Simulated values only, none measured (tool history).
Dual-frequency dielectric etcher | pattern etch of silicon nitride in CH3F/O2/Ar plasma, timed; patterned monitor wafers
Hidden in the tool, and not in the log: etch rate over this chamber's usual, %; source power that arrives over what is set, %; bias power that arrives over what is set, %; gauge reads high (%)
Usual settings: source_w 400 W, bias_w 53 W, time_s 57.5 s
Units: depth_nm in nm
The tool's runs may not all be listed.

| run | hour | source_w | bias_w | time_s | wafers since the last listed run | hours since the last wet clean | hours since the last source power generator calibration | hours since the last bias power generator calibration | hours since the last upper electrode change | hours since the gauge calibration | read-back reference wafer on the same gauge, depth_nm | depth_nm |
|---|---|---|---|---|---|---|---|---|---|---|---|---|
| 1 | 0 | 430 | 53 | 57.5 | 0 | 315.9 | 1052.7 | 2860.4 | 2998.8 | 385.9 | 40.21 | 39.41 |
|  | 92 | wet clean of the chamber |
| 2 | 120.3 | 480 | 53 | 57.5 | 737 | 28.3 | 1173 | 2980.7 | 3119.1 | 506.2 | 40.26 | 40.92 |
| 3 | 196 | 480 | 53 | 57.5 | 579 | 104 | 1248.7 | 3056.4 | 3194.8 | 581.9 | 40.22 | 41.22 |
| 4 | 262.5 | 400 | 53 | 53.5 | 509 | 170.5 | 1315.2 | 3122.9 | 3261.3 | 648.4 | 40.16 | 34.67 |
| 5 | 332.6 | 400 | 53 | 53.5 | 536 | 240.6 | 1385.3 | 3193 | 3331.4 | 718.5 | 40.2 | 35.2 |
| 6 | 398.5 | 400 | 53 | 66 | 504 | 306.5 | 1451.2 | 3258.9 | 3397.3 | 784.4 | 40.15 | 43.32 |
|  | 420.9 | gauge calibrated |
| 7 | 442.2 | 400 | 53 | 66 | 334 | 350.2 | 1494.9 | 3302.6 | 3441 | 21.3 | 40.19 | 43.4 |
|  | 497 | wet clean of the chamber |
| 8 | 544.8 | 400 | 53 | 66 | 602 | 47.8 | 1597.5 | 3405.2 | 3543.6 | 123.9 | 40.17 | 42.74 |
|  | 628.9 | upper electrode replaced |
| 9 | 633.3 | 400 | 44 | 57.5 | 494 | 136.3 | 1686 | 3493.7 | 4.4 | 212.4 | 40.22 | 34.7 |
| 10 | 721 | 400 | 53 | 57.5 | 671 | 224 | 1773.7 | 3581.4 | 92.1 | 300.1 | 40.21 | 37.7 |
| 11 | 821.5 | 400 | 53 | 65.5 | 769 | 324.5 | 1874.2 | 3681.9 | 192.6 | 400.6 | 40.22 | 43.05 |
|  | 888.7 | wet clean of the chamber |
| 12 | 898.8 | 440 | 64 | 52 | 408 | 10.1 | 1951.5 | 3759.2 | 269.9 | 477.9 | 40.19 | 38.15 |
|  | 924.8 | source power generator calibrated |
| 13 | 972 | 320 | 58 | 50 | 530 | 83.3 | 47.2 | 3832.4 | 343.1 | 551.1 | 40.17 | 28.53 |
| 14 | 1011 | 400 | 53 | 57.5 | 298 | 122.3 | 86.2 | 3871.4 | 382.1 | 590.1 | 40.21 | 36.72 |
| 15 | 1107.2 | 400 | 53 | 62.5 | 736 | 218.5 | 182.4 | 3967.6 | 478.3 | 686.3 | 40.18 | 40.46 |
|  | 1125.1 | bias power generator calibrated |
|  | 1147.8 | gauge calibrated |
| 16 | 1167.4 | 400 | 53 | 53.5 | 430 | 278.7 | 242.6 | 42.3 | 538.5 | 19.6 | 40.26 | 34.69 |
| 17 | 1249.3 | 480 | 43 | 57.5 | 627 | 360.6 | 324.5 | 124.2 | 620.4 | 101.5 | 40.2 | 38.69 |
| 18 | 1309.3 | 400 | 53 | 74 | 459 | 420.6 | 384.5 | 184.2 | 680.4 | 161.5 | 40.14 | 48.56 |
|  | 1340.4 | wet clean of the chamber |
| 19 | 1412.4 | 330 | 53 | 57.5 | 605 | 72 | 487.6 | 287.3 | 783.5 | 264.6 | 40.25 | 33.1 |
| 20 | 1464.1 | 470 | 50 | 57.5 | 395 | 123.7 | 539.3 | 339 | 835.2 | 316.3 | 40.22 | 40.1 |

Forecast each of these 5 alternatives for the next run:
| A | 1464.5 | 360 | 53 | 57.5 | 3 | 124.1 | 539.7 | 339.4 | 835.6 | 316.7 | ? | ? |
| B | 1464.5 | 430 | 62 | 51 | 3 | 124.1 | 539.7 | 339.4 | 835.6 | 316.7 | ? | ? |
| C | 1464.5 | 340 | 59 | 51 | 3 | 124.1 | 539.7 | 339.4 | 835.6 | 316.7 | ? | ? |
| D | 1464.5 | 310 | 53 | 57.5 | 3 | 124.1 | 539.7 | 339.4 | 835.6 | 316.7 | ? | ? |
| E | 1464.5 | 400 | 66 | 57.5 | 3 | 124.1 | 539.7 | 339.4 | 835.6 | 316.7 | ? | ? |

| run | read-back reference wafer on the same gauge, depth_nm | depth_nm |
|---|---|---|
| A | 40.17 | 35.19 |
| B | 40.17 | 36.73 |
| C | 40.17 | 31.32 |
| D | 40.17 | 31.89 |
| E | 40.17 | 40.66 |
Without the tool's hidden state the same runs would have given:
| run | depth_nm |
|---|---|
| A | 34.06 |
| B | 35.55 |
| C | 30.31 |
| D | 30.87 |
| E | 39.35 |
